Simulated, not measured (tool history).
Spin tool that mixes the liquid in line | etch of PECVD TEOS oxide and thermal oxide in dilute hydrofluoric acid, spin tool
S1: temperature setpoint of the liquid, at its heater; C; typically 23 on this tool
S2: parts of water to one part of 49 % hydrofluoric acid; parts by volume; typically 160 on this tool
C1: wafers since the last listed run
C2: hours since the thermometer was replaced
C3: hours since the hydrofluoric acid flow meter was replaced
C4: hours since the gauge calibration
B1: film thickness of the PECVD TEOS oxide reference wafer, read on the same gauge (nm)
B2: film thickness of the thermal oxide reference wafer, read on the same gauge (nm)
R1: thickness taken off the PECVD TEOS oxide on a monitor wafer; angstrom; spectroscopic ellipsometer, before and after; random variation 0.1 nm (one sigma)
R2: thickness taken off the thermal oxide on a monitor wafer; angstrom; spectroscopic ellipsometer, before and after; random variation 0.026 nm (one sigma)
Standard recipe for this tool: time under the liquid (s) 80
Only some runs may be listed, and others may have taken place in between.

{"run": 1, "hour": 0.0, "S1": 19, "S2": 190, "time under the liquid (s)": 80, "C1": 0, "C2": 935.9, "C3": 1602.9, "C4": 2725.2, "B1": 29.97, "B2": 69.971, "R1": 96, "R2": 13.24}
{"run": 2, "hour": 59.3, "S1": 19, "S2": 190, "time under the liquid (s)": 80, "C1": 882, "C2": 995.2, "C3": 1662.2, "C4": 2784.5, "B1": 30.04, "B2": 70.033, "R1": 96.8, "R2": 13.08}
{"run": 3, "hour": 132.0, "S1": 19, "S2": 190, "time under the liquid (s)": 80, "C1": 1081, "C2": 1067.9, "C3": 1734.9, "C4": 2857.2, "B1": 29.98, "B2": 70.022, "R1": 96.9, "R2": 13.26}
{"run": 4, "hour": 170.2, "S1": 23, "S2": 160, "time under the liquid (s)": 80, "C1": 568, "C2": 1106.1, "C3": 1773.1, "C4": 2895.4, "B1": 30.03, "B2": 70, "R1": 137.6, "R2": 19.02}
{"run": 5, "hour": 271.8, "S1": 23, "S2": 205, "time under the liquid (s)": 65, "C1": 1512, "C2": 1207.7, "C3": 1874.7, "C4": 2997, "B1": 29.98, "B2": 69.981, "R1": 83.8, "R2": 11.15}
{"run": 6, "hour": 375.0, "S1": 19, "S2": 210, "time under the liquid (s)": 80, "C1": 1535, "C2": 1310.9, "C3": 1977.9, "C4": 3100.2, "B1": 30, "B2": 70, "R1": 86.8, "R2": 11.86}
{"run": 7, "hour": 421.8, "S1": 19.5, "S2": 225, "time under the liquid (s)": 110, "C1": 696, "C2": 1357.7, "C3": 2024.7, "C4": 3147, "B1": 30, "B2": 69.991, "R1": 111.6, "R2": 15.1}
{"run": 8, "hour": 519.8, "S1": 23, "S2": 225, "time under the liquid (s)": 110, "C1": 1458, "C2": 1455.7, "C3": 2122.7, "C4": 3245, "B1": 29.96, "B2": 69.994, "R1": 126.7, "R2": 17.2}
{"hour": 529.8, "done": "thermometer replaced"}
{"run": 9, "hour": 580.1, "S1": 24.5, "S2": 85, "time under the liquid (s)": 35, "C1": 882, "C2": 50.3, "C3": 2183, "C4": 3305.3, "B1": 30, "B2": 69.988, "R1": 125.4, "R2": 16.77}
{"hour": 622.9, "done": "hydrofluoric acid flow meter replaced"}
{"run": 10, "hour": 896.5, "S1": 23, "S2": 80, "time under the liquid (s)": 110, "C1": 4693, "C2": 366.7, "C3": 273.6, "C4": 3621.7, "B1": 30.06, "B2": 70.005, "R1": 420.2, "R2": 57.29}
{"run": 11, "hour": 952.7, "S1": 21, "S2": 160, "time under the liquid (s)": 80, "C1": 836, "C2": 422.9, "C3": 329.8, "C4": 3677.9, "B1": 30, "B2": 70.006, "R1": 130, "R2": 17.61}
{"run": 12, "hour": 1051.7, "S1": 25, "S2": 195, "time under the liquid (s)": 80, "C1": 1473, "C2": 521.9, "C3": 428.8, "C4": 3776.9, "B1": 29.98, "B2": 70.034, "R1": 118.1, "R2": 16.46}
{"hour": 1117.3, "done": "gauge calibrated"}
{"run": 13, "hour": 1124.0, "S1": 23, "S2": 120, "time under the liquid (s)": 130, "C1": 1075, "C2": 594.2, "C3": 501.1, "C4": 6.7, "B1": 30.01, "B2": 70.006, "R1": 315.3, "R2": 42.96}
{"run": 14, "hour": 1162.3, "S1": 24.5, "S2": 205, "time under the liquid (s)": 30, "C1": 569, "C2": 632.5, "C3": 539.4, "C4": 45, "B1": 30, "B2": 69.972, "R1": 40.4, "R2": 5.69}
{"run": 15, "hour": 1208.4, "S1": 21, "S2": 160, "time under the liquid (s)": 100, "C1": 686, "C2": 678.6, "C3": 585.5, "C4": 91.1, "B1": 30, "B2": 70.051, "R1": 161.8, "R2": 21.89}
{"run": 16, "hour": 1477.8, "S1": 20.5, "S2": 90, "time under the liquid (s)": 80, "C1": 4009, "C2": 948, "C3": 854.9, "C4": 360.5, "B1": 29.95, "B2": 69.982, "R1": 246.6, "R2": 33.15}
{"run": 17, "hour": 1583.6, "S1": 19, "S2": 100, "time under the liquid (s)": 80, "C1": 1574, "C2": 1053.8, "C3": 960.7, "C4": 466.3, "B1": 30.01, "B2": 70.005, "R1": 207.2, "R2": 29.16}
{"run": 18, "hour": 1663.5, "S1": 23, "S2": 160, "time under the liquid (s)": 80, "C1": 1189, "C2": 1133.7, "C3": 1040.6, "C4": 546.2, "B1": 29.93, "B2": 70.006, "R1": 140.7, "R2": 18.75}
{"run": 19, "hour": 1703.2, "S1": 23, "S2": 160, "time under the liquid (s)": 80, "C1": 590, "C2": 1173.4, "C3": 1080.3, "C4": 585.9, "B1": 29.98, "B2": 70.012, "R1": 140.2, "R2": 19.31}
{"run": 20, "hour": 1805.3, "S1": 23, "S2": 160, "time under the liquid (s)": 80, "C1": 1519, "C2": 1275.5, "C3": 1182.4, "C4": 688, "B1": 30.01, "B2": 70.013, "R1": 142, "R2": 19.32}
{"run": 21, "hour": 1872.8, "S1": 23, "S2": 205, "time under the liquid (s)": 30, "C1": 1004, "C2": 1343, "C3": 1249.9, "C4": 755.5, "B1": 30.03, "B2": 70.003, "R1": 39.5, "R2": 5.48}
{"run": 22, "hour": 1948.0, "S1": 27, "S2": 215, "time under the liquid (s)": 50, "C1": 1119, "C2": 1418.2, "C3": 1325.1, "C4": 830.7, "B1": 29.94, "B2": 70.039, "R1": 71.4, "R2": 9.96}
{"run": 23, "hour": 2036.4, "S1": 23, "S2": 195, "time under the liquid (s)": 60, "C1": 1315, "C2": 1506.6, "C3": 1413.5, "C4": 919.1, "B1": 29.99, "B2": 69.985, "R1": 84.5, "R2": 11.49}
{"run": 24, "hour": 2082.7, "S1": 23, "S2": 240, "time under the liquid (s)": 40, "C1": 689, "C2": 1552.9, "C3": 1459.8, "C4": 965.4, "B1": 29.94, "B2": 69.989, "R1": 43.6, "R2": 5.84}
{"hour": 2120.3, "done": "thermometer replaced"}
{"run": 25, "hour": 2163.0, "S1": 23, "S2": 160, "time under the liquid (s)": 80, "C1": 1180, "C2": 42.7, "C3": 1540.1, "C4": 1045.7, "B1": 29.98, "B2": 70.001, "R1": 132.7, "R2": 17.92}
{"run": 26, "hour": 2223.2, "S1": 23, "S2": 160, "time under the liquid (s)": 100, "C1": 895, "C2": 102.9, "C3": 1600.3, "C4": 1105.9, "B1": 30, "B2": 70.001, "R1": 166, "R2": 22.8}
{"run": 27, "hour": 2325.4, "S1": 23, "S2": 160, "time under the liquid (s)": 65, "C1": 1520, "C2": 205.1, "C3": 1702.5, "C4": 1208.1, "B1": 30, "B2": 70.037, "R1": 109.8, "R2": 14.39}

Consider 3 possible next runs. They are alternatives, not a sequence: every one starts from the tool as it was left by run 27. What does each give?
{"run": "A", "hour": 2325.8, "S1": 23, "S2": 185, "time under the liquid (s)": 80, "C1": 5, "C2": 205.5, "C3": 1702.9, "C4": 1208.5, "B1": "?", "B2": "?", "R1": "?", "R2": "?"}
{"run": "B", "hour": 2325.8, "S1": 23, "S2": 210, "time under the liquid (s)": 80, "C1": 5, "C2": 205.5, "C3": 1702.9, "C4": 1208.5, "B1": "?", "B2": "?", "R1": "?", "R2": "?"}
{"run": "C", "hour": 2325.8, "S1": 23, "S2": 160, "time under the liquid (s)": 60, "C1": 5, "C2": 205.5, "C3": 1702.9, "C4": 1208.5, "B1": "?", "B2": "?", "R1": "?", "R2": "?"}

run=A B1=30.01 B2=70.031 R1=113.4 R2=15.06
run=B B1=30.01 B2=70.031 R1=97.2 R2=12.91
run=C B1=30.01 B2=70.031 R1=101.2 R2=13.44
Without the tool's unlogged condition, the same runs would have read:
run=A R1=116.3 R2=15.44
run=B R1=99.8 R2=13.25
run=C R1=103.6 R2=13.76

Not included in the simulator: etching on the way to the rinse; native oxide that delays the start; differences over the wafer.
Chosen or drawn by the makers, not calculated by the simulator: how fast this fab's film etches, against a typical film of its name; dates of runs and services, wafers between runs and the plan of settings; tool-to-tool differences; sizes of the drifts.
